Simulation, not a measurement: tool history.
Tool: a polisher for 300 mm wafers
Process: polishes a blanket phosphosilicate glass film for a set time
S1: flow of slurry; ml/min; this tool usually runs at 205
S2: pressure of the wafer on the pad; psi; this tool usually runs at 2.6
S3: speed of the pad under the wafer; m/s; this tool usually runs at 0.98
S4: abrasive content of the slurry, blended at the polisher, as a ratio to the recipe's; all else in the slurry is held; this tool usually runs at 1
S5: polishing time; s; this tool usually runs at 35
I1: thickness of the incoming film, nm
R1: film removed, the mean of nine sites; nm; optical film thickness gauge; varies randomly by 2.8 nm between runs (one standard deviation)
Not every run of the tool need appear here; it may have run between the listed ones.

| run | hour | S1 | S2 | S3 | S4 | S5 | I1 | R1 |
|---|---|---|---|---|---|---|---|---|
| 1 | 0 | 205 | 2 | 0.98 | 1 | 35 | 2467.1 | 143.3 |
|  | 23.3 | worn pad replaced by a new one |
| 2 | 35.9 | 205 | 2.6 | 0.98 | 1.15 | 35 | 2431.3 | 198.1 |
| 3 | 86 | 205 | 2.6 | 0.98 | 1.15 | 35 | 2467 | 191.6 |
|  | 130 | conditioning disc replaced and pad reconditioned |
| 4 | 157.1 | 205 | 2.6 | 0.98 | 1.15 | 35 | 2475.8 | 187.4 |
| 5 | 185.8 | 205 | 2.6 | 0.98 | 1 | 35 | 2480.7 | 179.8 |
| 6 | 226.2 | 205 | 2.6 | 0.98 | 1 | 35 | 2440.3 | 179.7 |
|  | 236.4 | head pressure recalibrated |
| 7 | 280.7 | 250 | 2.6 | 0.98 | 1 | 35 | 2419 | 205.8 |
| 8 | 310.2 | 205 | 1.8 | 1.26 | 1 | 35 | 2465.6 | 167.8 |
| 9 | 362.5 | 185 | 3.5 | 0.98 | 1 | 35 | 2517.1 | 267.3 |
| 10 | 415.2 | 205 | 2.6 | 0.86 | 1 | 45 | 2444.6 | 227.4 |
|  | 455.5 | worn pad replaced by a new one |
| 11 | 456 | 205 | 2.9 | 0.74 | 1 | 27 | 2467.2 | 135.5 |
| 12 | 481.9 | 205 | 2.1 | 0.98 | 0.9 | 35 | 2468.5 | 149.9 |
|  | 486.9 | slurry blender recalibrated |
| 13 | 540.1 | 135 | 2.8 | 0.98 | 1 | 42 | 2462.2 | 244.4 |
| 14 | 590.9 | 240 | 2 | 0.7 | 1 | 31 | 2454.3 | 101.1 |
| 15 | 661.1 | 205 | 2 | 0.74 | 0.9 | 35 | 2462.7 | 113.6 |
|  | 673.7 | conditioning disc replaced and pad reconditioned |
| 16 | 708 | 205 | 2.6 | 0.98 | 1.3 | 29 | 2462.7 | 177.6 |
|  | 711 | slurry nozzle cleaned |
| 17 | 778 | 205 | 2.6 | 0.98 | 1 | 35 | 2447.7 | 194.4 |
| 18 | 804.7 | 205 | 2.6 | 0.98 | 0.8 | 35 | 2426.6 | 170.7 |
|  | 819 | worn pad replaced by a new one |
| 19 | 845 | 185 | 3.5 | 0.98 | 1 | 35 | 2493.3 | 247 |
| 20 | 893.4 | 205 | 2.6 | 0.84 | 1 | 35 | 2456.3 | 165.3 |
|  | 936.3 | slurry blender recalibrated |
| 21 | 947.8 | 205 | 2 | 0.98 | 1.15 | 28 | 2474.9 | 121.7 |
| 22 | 1004.5 | 230 | 2.6 | 0.72 | 0.9 | 41 | 2412.4 | 164.3 |
| 23 | 1051.2 | 205 | 2.6 | 0.98 | 1.25 | 35 | 2451.5 | 211.4 |
| 24 | 1103.2 | 205 | 2.6 | 0.98 | 1 | 35 | 2458.1 | 177.9 |
| 25 | 1145.5 | 205 | 2.6 | 0.98 | 1 | 35 | 2439.9 | 187.4 |
|  | 1232.3 | worn pad replaced by a new one |
| 26 | 1242.5 | 205 | 2.6 | 0.98 | 1 | 35 | 2466.1 | 181.9 |

A few steps of R1 between consecutive runs. Split each: what settings, incoming material and random variation would produce without the hidden state, and what is left over for the hidden state, along with gauge scatter present in only one of the two compared results (measured, and without hidden state):
What the log doesn't record here: removal rate lost through wear of the pad, %; slurry flow missing at the pad, %; deviation of the head's pressure from its setpoint, %; abrasive missing from the slurry, %; time polished since the conditioner stopped cutting, s.
Run 1 -> 2: S2 2 -> 2.6, S4 1 -> 1.15, worn pad replaced by a new one. R1 +54.8 nm: hidden state -5.3, all else +60.1.
Run 6 -> 7: S1 205 -> 250, head pressure recalibrated. R1 +26.1 nm: hidden state +23.3, all else +2.8.
Run 8 -> 9: S1 205 -> 185, S2 1.8 -> 3.5, S3 1.26 -> 0.98. R1 +99.5 nm: hidden state +0.2, all else +99.3.
Run 13 -> 14: S1 135 -> 240, S2 2.8 -> 2, S3 0.98 -> 0.7, S5 42 -> 31. R1 -143.3 nm: hidden state +0.6, all else -143.9.

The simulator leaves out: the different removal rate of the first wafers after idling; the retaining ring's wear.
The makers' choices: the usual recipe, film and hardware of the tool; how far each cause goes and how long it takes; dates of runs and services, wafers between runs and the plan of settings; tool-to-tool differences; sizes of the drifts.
